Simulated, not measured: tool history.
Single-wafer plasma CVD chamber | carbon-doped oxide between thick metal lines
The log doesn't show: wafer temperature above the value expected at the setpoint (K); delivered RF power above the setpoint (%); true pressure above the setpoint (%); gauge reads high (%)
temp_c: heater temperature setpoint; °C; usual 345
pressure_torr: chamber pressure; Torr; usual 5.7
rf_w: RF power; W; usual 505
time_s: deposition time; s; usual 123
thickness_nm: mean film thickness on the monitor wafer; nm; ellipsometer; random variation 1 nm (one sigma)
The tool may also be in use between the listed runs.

run	hour	temp_c	pressure_torr	rf_w	time_s	wafers since the last listed run	hours since the last thermocouple change	hours since the last RF generator calibration	hours since the last manometer calibration	hours since the showerhead was replaced	hours since the gauge calibration	read-back reference wafer on the same gauge, thickness_nm	thickness_nm
1	0	345	5.7	505	123	0	954.3	1247.4	2451.3	4617.2	67.1	670.814	673.296
2	11.4	345	5.7	505	123	177	965.7	1258.8	2462.7	4628.6	78.5	670.649	671.398
3	18.6	345	5.7	505	123	112	972.9	1266	2469.9	4635.8	85.7	670.675	673.221
4	27.5	345	5.7	505	123	138	981.8	1274.9	2478.8	4644.7	94.6	670.779	672.207
5	42.8	345	5.7	505	123	238	997.1	1290.2	2494.1	4660	109.9	671.436	673.063
6	57.4	356	5.7	480	123	227	1011.7	1304.8	2508.7	4674.6	124.5	670.918	627.375
7	70.9	356	5.7	480	123	210	1025.2	1318.3	2522.2	4688.1	138	670.792	627.047
# hour 90: showerhead replaced
# hour 96.7: RF generator calibrated
8	97.2	345	4.65	505	123	180	1051.5	0.5	2548.5	7.2	164.3	671.38	674.18
9	97.5	345	5.7	505	123	4	1051.8	0.8	2548.8	7.5	164.6	670.821	691.367
# hour 110.2: gauge calibrated
10	147.2	345	5.7	505	123	773	1101.5	50.5	2598.5	57.2	37	671.048	687.746
11	159.4	345	5.7	505	134	189	1113.7	62.7	2610.7	69.4	49.2	670.804	750.86
# hour 174.2: thermocouple changed; heater temperature recalibrated
# hour 177.3: capacitance manometer re-zeroed and calibrated
12	192	345	5.7	505	123	334	17.8	95.3	14.7	102	81.8	670.598	688.164
13	202.2	345	5.7	405	123	158	28	105.5	24.9	112.2	92	671.116	551.729
14	215.8	360	4.67	445	111	211	41.6	119.1	38.5	125.8	105.6	670.435	518.528
15	223	345	6.86	575	104	112	48.8	126.3	45.7	133	112.8	670.744	656.046
16	229.3	345	5.7	505	123	98	55.1	132.6	52	139.3	119.1	670.727	687.053
17	236.5	351	5.7	505	123	112	62.3	139.8	59.2	146.5	126.3	670.931	675.439
18	247.2	356	6.68	505	101	166	73	150.5	69.9	157.2	137	671.031	559.266
19	263.7	351	4.37	540	107	256	89.5	167	86.4	173.7	153.5	670.907	599.991
20	274.8	345	6.24	505	137	172	100.6	178.1	97.5	184.8	164.6	670.512	769.408
# hour 278.8: gauge calibrated
21	285.3	345	5.7	585	123	163	111.1	188.6	108	195.3	6.5	670.987	771.62

5 ways to go on from here, each from the tool as it stands after run 21. What would each give?
A	285.7	345	5.12	505	123	6	111.5	189	108.4	195.7	6.9	?	?
B	285.7	349	4.51	560	123	6	111.5	189	108.4	195.7	6.9	?	?
C	285.7	345	5.7	460	123	6	111.5	189	108.4	195.7	6.9	?	?
D	285.7	356	5.7	505	103	6	111.5	189	108.4	195.7	6.9	?	?
E	285.7	345	5.7	505	100	6	111.5	189	108.4	195.7	6.9	?	?

run	read-back reference wafer on the same gauge, thickness_nm	thickness_nm
A	671.363	673.789
B	671.363	713.425
C	671.363	627.067
D	671.363	558.513
E	671.363	555.988
Without the tool's hidden state the same runs would have given:
run	thickness_nm
A	683.696
B	723.459
C	637.879
D	566.725
E	564.163
